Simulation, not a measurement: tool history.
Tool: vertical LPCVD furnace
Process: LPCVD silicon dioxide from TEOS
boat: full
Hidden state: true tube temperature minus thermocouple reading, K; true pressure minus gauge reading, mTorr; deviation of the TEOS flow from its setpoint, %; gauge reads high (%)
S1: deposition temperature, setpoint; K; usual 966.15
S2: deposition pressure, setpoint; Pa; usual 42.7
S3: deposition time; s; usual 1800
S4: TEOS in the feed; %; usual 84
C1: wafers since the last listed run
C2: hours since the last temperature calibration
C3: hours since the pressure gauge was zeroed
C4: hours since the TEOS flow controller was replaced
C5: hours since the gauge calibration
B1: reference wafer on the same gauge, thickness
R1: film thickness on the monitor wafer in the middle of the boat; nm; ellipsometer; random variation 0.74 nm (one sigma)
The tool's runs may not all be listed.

run,hour,S1,S2,S3,S4,C1,C2,C3,C4,C5,B1,R1
1,0,966.15,42.7,1800,94,0,1853.7,2504.6,3736,2639,178.02,225.26
2,175.3,966.15,42.7,1800,84,3482,2029,2679.9,3911.3,2814.3,178.04,211.93
3,220.1,966.15,47.3,1800,84,889,2073.8,2724.7,3956.1,2859.1,177.98,221.98
4,324,966.15,47.3,1800,84,2063,2177.7,2828.6,4060,2963,177.95,222.99
5,388,966.15,47.3,1800,84,1271,2241.7,2892.6,4124,3027,178.02,221.42
6,425.2,976.15,42.7,1800,84,738,2278.9,2929.8,4161.2,3064.2,177.98,266.76
# hour 494.9: gauge calibrated
# hour 499.4: pressure gauge zeroed
7,529.3,976.15,42.7,1800,84,1591,2383,29.9,4265.3,34.4,178.03,261
8,599.2,966.15,35.3,1800,78,1388,2452.9,99.8,4335.2,104.3,178.07,181.38
9,677.8,966.15,35.3,1800,78,1561,2531.5,178.4,4413.8,182.9,178.01,182.95
10,734.4,966.15,42.7,1800,84,1124,2588.1,235,4470.4,239.5,178.11,208.49
11,774.8,966.15,42.7,1800,84,802,2628.5,275.4,4510.8,279.9,178.09,208.33
12,830.7,966.15,42.7,1800,84,1110,2684.4,331.3,4566.7,335.8,177.95,209.17
13,869.5,966.15,42.7,1800,84,770,2723.2,370.1,4605.5,374.6,178.08,209.29
# hour 920.8: thermocouples replaced and temperature profile calibrated
14,921.3,966.15,51.3,1800,84,552,0.5,421.9,4657.3,426.4,177.94,229.36
15,1021.9,966.15,42.7,1800,84,1998,101.1,522.5,4757.9,527,177.96,209.51
16,1074.7,977.15,40,1410,84,1048,153.9,575.3,4810.7,579.8,178.06,205.72
17,1162.5,966.15,42.7,1800,84,1744,241.7,663.1,4898.5,667.6,177.95,209.44
18,1218.5,966.15,42.7,1800,84,1112,297.7,719.1,4954.5,723.6,178.12,209.64
19,1278,966.15,33.3,1800,75,1181,357.2,778.6,5014,783.1,177.97,176.16
20,1375.9,956.15,42.7,1800,93,1944,455.1,876.5,5111.9,881,178.03,173.85
# hour 1483.9: TEOS flow controller replaced
21,1484.4,966.15,42.7,1320,79,1678,563.6,985,0.5,989.5,178.08,148.2
22,1534.5,961.15,42.7,1230,84,995,613.7,1035.1,50.6,1039.6,177.95,126.83
23,1615.6,961.15,42.7,1230,84,1610,694.8,1116.2,131.7,1120.7,177.98,127.86
24,1652.2,966.15,42.7,1800,84,727,731.4,1152.8,168.3,1157.3,178.02,209.74
25,1689.8,970.15,42.7,1320,84,746,769,1190.4,205.9,1194.9,178.04,168.79
26,1780.2,957.15,42.7,2100,95,1795,859.4,1280.8,296.3,1285.3,177.95,210.22
27,1876.2,977.15,50,1800,84,1906,955.4,1376.8,392.3,1381.3,177.91,293.8
28,1970.6,966.15,42.7,1500,84,1875,1049.8,1471.2,486.7,1475.7,178.04,175.78
29,2061.4,955.15,51.3,1380,95,1803,1140.6,1562,577.5,1566.5,178.05,144.36
30,2120.3,966.15,42.7,2430,84,1169,1199.5,1620.9,636.4,1625.4,178.02,282.81
31,2209.8,966.15,42.7,1800,84,1777,1289,1710.4,725.9,1714.9,178,210.17
32,2309.6,966.15,42.7,1320,79,1982,1388.8,1810.2,825.7,1814.7,178.05,150.78

Forecast each of these 3 alternatives for the next run:
A,2313.5,966.15,42.7,2130,84,77,1392.7,1814.1,829.6,1818.6,?,?
B,2313.5,966.15,38.7,1800,94,77,1392.7,1814.1,829.6,1818.6,?,?
C,2313.5,973.15,32,1800,84,77,1392.7,1814.1,829.6,1818.6,?,?

run,B1,R1
A,177.99,249.69
B,177.99,212.83
C,177.99,216.4
Without the tool's hidden state the same runs would have given:
run,R1
A,245.84
B,209.21
C,211.98
